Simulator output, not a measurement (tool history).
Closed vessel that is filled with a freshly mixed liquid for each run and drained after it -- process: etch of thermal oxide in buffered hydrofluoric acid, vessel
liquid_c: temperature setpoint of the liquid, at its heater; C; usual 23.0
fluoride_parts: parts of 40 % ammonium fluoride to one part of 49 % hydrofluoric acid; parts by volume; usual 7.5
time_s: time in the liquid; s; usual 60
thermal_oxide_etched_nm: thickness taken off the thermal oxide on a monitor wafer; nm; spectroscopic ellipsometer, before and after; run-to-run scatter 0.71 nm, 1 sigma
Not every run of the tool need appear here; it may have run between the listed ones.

| run | hour | liquid_c | fluoride_parts | time_s | wafers since the last listed run | hours since the thermometer was replaced | hours since the hydrofluoric acid flow meter was replaced | hours since the gauge calibration | read-back film thickness of the thermal oxide reference wafer, read on the same gauge (nm) | thermal_oxide_etched_nm |
|---|---|---|---|---|---|---|---|---|---|---|
| 1 | 0.0 | 23.0 | 7.5 | 60 | 0 | 1111.7 | 1448.1 | 328.8 | 110.01 | 80.79 |
| 2 | 31.7 | 23.0 | 7.5 | 60 | 4080 | 1143.4 | 1479.8 | 360.5 | 110.00 | 80.88 |
| 3 | 61.8 | 23.0 | 7.5 | 60 | 3874 | 1173.5 | 1509.9 | 390.6 | 110.00 | 81.49 |
| 4 | 90.6 | 23.0 | 8.5 | 80 | 3706 | 1202.3 | 1538.7 | 419.4 | 110.02 | 94.56 |
| 5 | 106.9 | 23.0 | 8.5 | 80 | 2097 | 1218.6 | 1555.0 | 435.7 | 110.00 | 94.71 |
| 6 | 136.2 | 26.0 | 7.5 | 60 | 3771 | 1247.9 | 1584.3 | 465.0 | 109.99 | 94.33 |
| 7 | 164.6 | 26.0 | 7.5 | 60 | 3655 | 1276.3 | 1612.7 | 493.4 | 109.99 | 95.96 |
| 8 | 185.3 | 24.5 | 7.5 | 60 | 2664 | 1297.0 | 1633.4 | 514.1 | 110.03 | 86.75 |
| 9 | 199.2 | 24.5 | 7.5 | 60 | 1789 | 1310.9 | 1647.3 | 528.0 | 109.96 | 86.81 |
|  | 213.8 | gauge calibrated |
| 10 | 229.2 | 23.0 | 8.5 | 60 | 3861 | 1340.9 | 1677.3 | 15.4 | 109.96 | 71.45 |
| 11 | 265.0 | 23.0 | 8.5 | 60 | 4607 | 1376.7 | 1713.1 | 51.2 | 109.95 | 70.30 |
| 12 | 281.5 | 23.0 | 9.0 | 60 | 2123 | 1393.2 | 1729.6 | 67.7 | 110.04 | 67.42 |
| 13 | 312.6 | 23.0 | 7.5 | 60 | 4002 | 1424.3 | 1760.7 | 98.8 | 109.96 | 80.27 |
| 14 | 326.3 | 23.0 | 7.5 | 60 | 1763 | 1438.0 | 1774.4 | 112.5 | 110.05 | 79.67 |
| 15 | 387.1 | 23.0 | 7.5 | 60 | 7825 | 1498.8 | 1835.2 | 173.3 | 110.00 | 79.28 |
| 16 | 413.5 | 23.0 | 7.5 | 60 | 3397 | 1525.2 | 1861.6 | 199.7 | 110.02 | 80.22 |
| 17 | 431.9 | 27.0 | 7.5 | 60 | 2368 | 1543.6 | 1880.0 | 218.1 | 109.96 | 100.84 |
| 18 | 451.2 | 27.5 | 7.5 | 60 | 2484 | 1562.9 | 1899.3 | 237.4 | 109.98 | 101.22 |
| 19 | 483.9 | 23.0 | 7.5 | 60 | 4208 | 1595.6 | 1932.0 | 270.1 | 109.98 | 79.35 |
| 20 | 517.9 | 18.5 | 10.0 | 60 | 4376 | 1629.6 | 1966.0 | 304.1 | 110.00 | 45.88 |
|  | 538.1 | hydrofluoric acid flow meter replaced |
|  | 576.7 | thermometer replaced |
| 21 | 596.4 | 23.0 | 9.0 | 75 | 9846 | 19.7 | 58.3 | 382.6 | 110.00 | 84.31 |
| 22 | 620.8 | 23.0 | 7.5 | 60 | 3140 | 44.1 | 82.7 | 407.0 | 110.00 | 81.53 |
|  | 633.5 | gauge calibrated |
| 23 | 637.1 | 27.0 | 5.5 | 90 | 2097 | 60.4 | 99.0 | 3.6 | 109.99 | 204.18 |
| 24 | 722.5 | 23.0 | 7.5 | 60 | 10991 | 145.8 | 184.4 | 89.0 | 109.95 | 81.48 |
| 25 | 734.6 | 24.5 | 10.0 | 80 | 1557 | 157.9 | 196.5 | 101.1 | 109.98 | 89.91 |
| 26 | 770.4 | 27.5 | 10.0 | 45 | 4607 | 193.7 | 232.3 | 136.9 | 110.02 | 59.41 |
| 27 | 805.6 | 18.0 | 6.5 | 70 | 4530 | 228.9 | 267.5 | 172.1 | 110.04 | 83.21 |
| 28 | 839.4 | 25.0 | 7.5 | 60 | 4350 | 262.7 | 301.3 | 205.9 | 109.97 | 91.35 |
| 29 | 871.8 | 23.0 | 7.5 | 60 | 4170 | 295.1 | 333.7 | 238.3 | 110.00 | 81.83 |
| 30 | 900.0 | 23.0 | 7.5 | 35 | 3629 | 323.3 | 361.9 | 266.5 | 110.00 | 47.03 |
| 31 | 917.0 | 18.0 | 6.5 | 60 | 2188 | 340.3 | 378.9 | 283.5 | 109.98 | 71.03 |

Forecast each of these 4 alternatives for the next run:
| A | 917.7 | 21.5 | 7.5 | 60 | 90 | 341.0 | 379.6 | 284.2 | ? | ? |
| B | 917.7 | 19.5 | 9.0 | 85 | 90 | 341.0 | 379.6 | 284.2 | ? | ? |
| C | 917.7 | 23.0 | 8.5 | 30 | 90 | 341.0 | 379.6 | 284.2 | ? | ? |
| D | 917.7 | 23.0 | 5.0 | 45 | 90 | 341.0 | 379.6 | 284.2 | ? | ? |

| run | read-back film thickness of the thermal oxide reference wafer, read on the same gauge (nm) | thermal_oxide_etched_nm |
|---|---|---|
| A | 110.03 | 75.78 |
| B | 110.03 | 78.78 |
| C | 110.03 | 35.96 |
| D | 110.03 | 88.37 |
With the hidden condition removed and each run's random variation left untouched, the same runs would have given:
| run | thermal_oxide_etched_nm |
|---|---|
| A | 76.06 |
| B | 79.09 |
| C | 36.07 |
| D | 89.01 |

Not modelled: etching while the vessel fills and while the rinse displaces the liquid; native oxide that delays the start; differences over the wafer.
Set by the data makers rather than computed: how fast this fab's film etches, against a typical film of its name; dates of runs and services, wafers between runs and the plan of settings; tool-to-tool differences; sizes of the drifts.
